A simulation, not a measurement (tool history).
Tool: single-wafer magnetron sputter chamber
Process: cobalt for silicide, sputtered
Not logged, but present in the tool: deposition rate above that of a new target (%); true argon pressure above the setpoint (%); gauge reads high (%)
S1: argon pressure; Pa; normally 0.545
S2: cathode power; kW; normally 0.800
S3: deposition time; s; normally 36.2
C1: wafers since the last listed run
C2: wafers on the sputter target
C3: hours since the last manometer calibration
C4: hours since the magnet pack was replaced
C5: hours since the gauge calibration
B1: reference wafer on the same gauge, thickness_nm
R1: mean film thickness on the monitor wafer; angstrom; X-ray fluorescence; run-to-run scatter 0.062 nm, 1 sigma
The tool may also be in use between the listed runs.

{"run": 1, "hour": 0.0, "S1": 0.545, "S2": 0.75, "S3": 36.2, "C1": 0, "C2": 4973, "C3": 80.6, "C4": 9824.4, "C5": 1319.8, "B1": 15.419, "R1": 131.05}
{"run": 2, "hour": 39.2, "S1": 0.545, "S2": 0.8, "S3": 36.2, "C1": 568, "C2": 5541, "C3": 119.8, "C4": 9863.6, "C5": 1359.0, "B1": 15.374, "R1": 139.46}
{"run": 3, "hour": 123.5, "S1": 0.545, "S2": 0.8, "S3": 36.2, "C1": 1222, "C2": 6764, "C3": 204.1, "C4": 9947.9, "C5": 1443.3, "B1": 15.419, "R1": 141.87}
{"run": 4, "hour": 216.1, "S1": 0.545, "S2": 0.8, "S3": 36.2, "C1": 1342, "C2": 8106, "C3": 296.7, "C4": 10040.5, "C5": 1535.9, "B1": 15.407, "R1": 141.09}
{"run": 5, "hour": 314.6, "S1": 0.545, "S2": 0.8, "S3": 36.2, "C1": 1428, "C2": 9535, "C3": 395.2, "C4": 10139.0, "C5": 1634.4, "B1": 15.396, "R1": 140.99}
{"hour": 396.6, "done": "sputter target and shields replaced"}
{"run": 6, "hour": 405.4, "S1": 0.545, "S2": 0.8, "S3": 36.2, "C1": 1200, "C2": 127, "C3": 486.0, "C4": 10229.8, "C5": 1725.2, "B1": 15.404, "R1": 141.64}
{"run": 7, "hour": 493.4, "S1": 0.545, "S2": 0.85, "S3": 36.2, "C1": 1276, "C2": 1403, "C3": 574.0, "C4": 10317.8, "C5": 1813.2, "B1": 15.384, "R1": 152.01}
{"run": 8, "hour": 530.8, "S1": 0.545, "S2": 0.85, "S3": 36.2, "C1": 542, "C2": 1945, "C3": 611.4, "C4": 10355.2, "C5": 1850.6, "B1": 15.39, "R1": 150.92}
{"run": 9, "hour": 621.4, "S1": 0.644, "S2": 0.8, "S3": 36.2, "C1": 1313, "C2": 3259, "C3": 702.0, "C4": 10445.8, "C5": 1941.2, "B1": 15.406, "R1": 139.41}
{"run": 10, "hour": 703.4, "S1": 0.644, "S2": 0.8, "S3": 36.2, "C1": 1189, "C2": 4448, "C3": 784.0, "C4": 10527.8, "C5": 2023.2, "B1": 15.409, "R1": 139.8}
{"run": 11, "hour": 784.3, "S1": 0.644, "S2": 0.8, "S3": 36.2, "C1": 1173, "C2": 5621, "C3": 864.9, "C4": 10608.7, "C5": 2104.1, "B1": 15.396, "R1": 139.15}
{"run": 12, "hour": 861.1, "S1": 0.545, "S2": 0.8, "S3": 36.2, "C1": 1113, "C2": 6735, "C3": 941.7, "C4": 10685.5, "C5": 2180.9, "B1": 15.424, "R1": 140.42}
{"hour": 990.0, "done": "sputter target and shields replaced"}
{"hour": 1005.2, "done": "gauge calibrated"}
{"hour": 1035.2, "done": "capacitance manometer re-zeroed and calibrated"}
{"run": 13, "hour": 1167.2, "S1": 0.545, "S2": 0.8, "S3": 36.2, "C1": 4206, "C2": 2453, "C3": 132.0, "C4": 10991.6, "C5": 162.0, "B1": 15.402, "R1": 140.18}
{"run": 14, "hour": 1212.4, "S1": 0.545, "S2": 0.8, "S3": 36.2, "C1": 655, "C2": 3108, "C3": 177.2, "C4": 11036.8, "C5": 207.2, "B1": 15.404, "R1": 140.65}
{"run": 15, "hour": 1519.3, "S1": 0.545, "S2": 0.8, "S3": 36.2, "C1": 4450, "C2": 7559, "C3": 484.1, "C4": 11343.7, "C5": 514.1, "B1": 15.397, "R1": 140.14}
{"run": 16, "hour": 1581.1, "S1": 0.748, "S2": 0.8, "S3": 36.2, "C1": 896, "C2": 8455, "C3": 545.9, "C4": 11405.5, "C5": 575.9, "B1": 15.41, "R1": 135.05}
{"hour": 1600.6, "done": "sputter target and shields replaced"}
{"run": 17, "hour": 1665.0, "S1": 0.545, "S2": 0.85, "S3": 32.0, "C1": 1100, "C2": 933, "C3": 629.8, "C4": 11489.4, "C5": 659.8, "B1": 15.407, "R1": 133.04}
{"run": 18, "hour": 1749.9, "S1": 0.545, "S2": 0.8, "S3": 38.8, "C1": 1231, "C2": 2164, "C3": 714.7, "C4": 11574.3, "C5": 744.7, "B1": 15.408, "R1": 152.04}
{"run": 19, "hour": 1849.8, "S1": 0.689, "S2": 0.95, "S3": 36.2, "C1": 1448, "C2": 3613, "C3": 814.6, "C4": 11674.2, "C5": 844.6, "B1": 15.391, "R1": 164.19}
{"run": 20, "hour": 1898.8, "S1": 0.545, "S2": 0.8, "S3": 36.2, "C1": 710, "C2": 4323, "C3": 863.6, "C4": 11723.2, "C5": 893.6, "B1": 15.366, "R1": 142.23}
{"hour": 1913.9, "done": "magnet pack replaced"}
{"run": 21, "hour": 1977.3, "S1": 0.545, "S2": 0.6, "S3": 42.3, "C1": 1022, "C2": 5346, "C3": 942.1, "C4": 63.4, "C5": 972.1, "B1": 15.394, "R1": 124.9}
{"run": 22, "hour": 2057.3, "S1": 0.68, "S2": 0.75, "S3": 41.9, "C1": 1160, "C2": 6506, "C3": 1022.1, "C4": 143.4, "C5": 1052.1, "B1": 15.392, "R1": 150.6}
{"hour": 2082.2, "done": "capacitance manometer re-zeroed and calibrated"}
{"run": 23, "hour": 2107.0, "S1": 0.474, "S2": 0.9, "S3": 41.5, "C1": 604, "C2": 7111, "C3": 24.8, "C4": 193.1, "C5": 1101.8, "B1": 15.406, "R1": 182.04}
{"run": 24, "hour": 2198.0, "S1": 0.612, "S2": 0.8, "S3": 36.2, "C1": 1319, "C2": 8430, "C3": 115.8, "C4": 284.1, "C5": 1192.8, "B1": 15.402, "R1": 139.21}
{"hour": 2245.2, "done": "sputter target and shields replaced"}
{"run": 25, "hour": 2245.7, "S1": 0.612, "S2": 0.75, "S3": 39.9, "C1": 575, "C2": 6, "C3": 163.5, "C4": 331.8, "C5": 1240.5, "B1": 15.411, "R1": 141.76}
{"run": 26, "hour": 2345.2, "S1": 0.366, "S2": 0.8, "S3": 36.2, "C1": 1442, "C2": 1449, "C3": 263.0, "C4": 431.3, "C5": 1340.0, "B1": 15.402, "R1": 146.76}
{"run": 27, "hour": 2391.7, "S1": 0.602, "S2": 0.95, "S3": 41.0, "C1": 674, "C2": 2123, "C3": 309.5, "C4": 477.8, "C5": 1386.5, "B1": 15.405, "R1": 186.07}
{"run": 28, "hour": 2467.3, "S1": 0.602, "S2": 0.95, "S3": 36.2, "C1": 1096, "C2": 3220, "C3": 385.1, "C4": 553.4, "C5": 1462.1, "B1": 15.404, "R1": 164.54}
{"run": 29, "hour": 2514.5, "S1": 0.435, "S2": 0.75, "S3": 29.8, "C1": 684, "C2": 3904, "C3": 432.3, "C4": 600.6, "C5": 1509.3, "B1": 15.397, "R1": 111.22}
{"run": 30, "hour": 2601.6, "S1": 0.545, "S2": 0.8, "S3": 36.2, "C1": 1263, "C2": 5167, "C3": 519.4, "C4": 687.7, "C5": 1596.4, "B1": 15.407, "R1": 140.66}
{"run": 31, "hour": 2655.2, "S1": 0.545, "S2": 0.8, "S3": 43.3, "C1": 777, "C2": 5944, "C3": 573.0, "C4": 741.3, "C5": 1650.0, "B1": 15.429, "R1": 170.12}
{"run": 32, "hour": 2749.2, "S1": 0.545, "S2": 0.8, "S3": 36.2, "C1": 1363, "C2": 7308, "C3": 667.0, "C4": 835.3, "C5": 1744.0, "B1": 15.399, "R1": 141.47}
{"run": 33, "hour": 2789.4, "S1": 0.657, "S2": 0.85, "S3": 36.2, "C1": 582, "C2": 7891, "C3": 707.2, "C4": 875.5, "C5": 1784.2, "B1": 15.395, "R1": 146.72}
{"run": 34, "hour": 2837.4, "S1": 0.401, "S2": 0.95, "S3": 30.3, "C1": 696, "C2": 8587, "C3": 755.2, "C4": 923.5, "C5": 1832.2, "B1": 15.379, "R1": 146.13}

Describe how what the log doesn't record of the tool's condition differs between the last listed run preceding each entry between runs and the first listed run following it.
From run 5 to run 6: sputter target and shields replaced (hour 396.6)
  true argon pressure above the setpoint (%): -9.81 -> -11
  measured value less the no-hidden-state value, R1: +1.77 -> +1.99 angstrom
From run 12 to run 13: sputter target and shields replaced (hour 990.0); gauge calibrated (hour 1005.2); capacitance manometer re-zeroed and calibrated (hour 1035.2)
  true argon pressure above the setpoint (%): -14.2 -> -6.05
  measured value less the no-hidden-state value, R1: +2.55 -> +1.09 angstrom
From run 16 to run 17: sputter target and shields replaced (hour 1600.6)
  true argon pressure above the setpoint (%): -13.3 -> -14.1
  measured value less the no-hidden-state value, R1: +2.90 -> +2.40 angstrom
From run 20 to run 21: magnet pack replaced (hour 1913.9)
  true argon pressure above the setpoint (%): -15.6 -> -15.9
  measured value less the no-hidden-state value, R1: +2.83 -> +2.53 angstrom
From run 22 to run 23: capacitance manometer re-zeroed and calibrated (hour 2082.2)
  true argon pressure above the setpoint (%): -16.2 -> -0.403
  measured value less the no-hidden-state value, R1: +3.66 -> +0.08 angstrom
From run 24 to run 25: sputter target and shields replaced (hour 2245.2)
  true argon pressure above the setpoint (%): -3.38 -> -4.69
  measured value less the no-hidden-state value, R1: +0.66 -> +0.93 angstrom
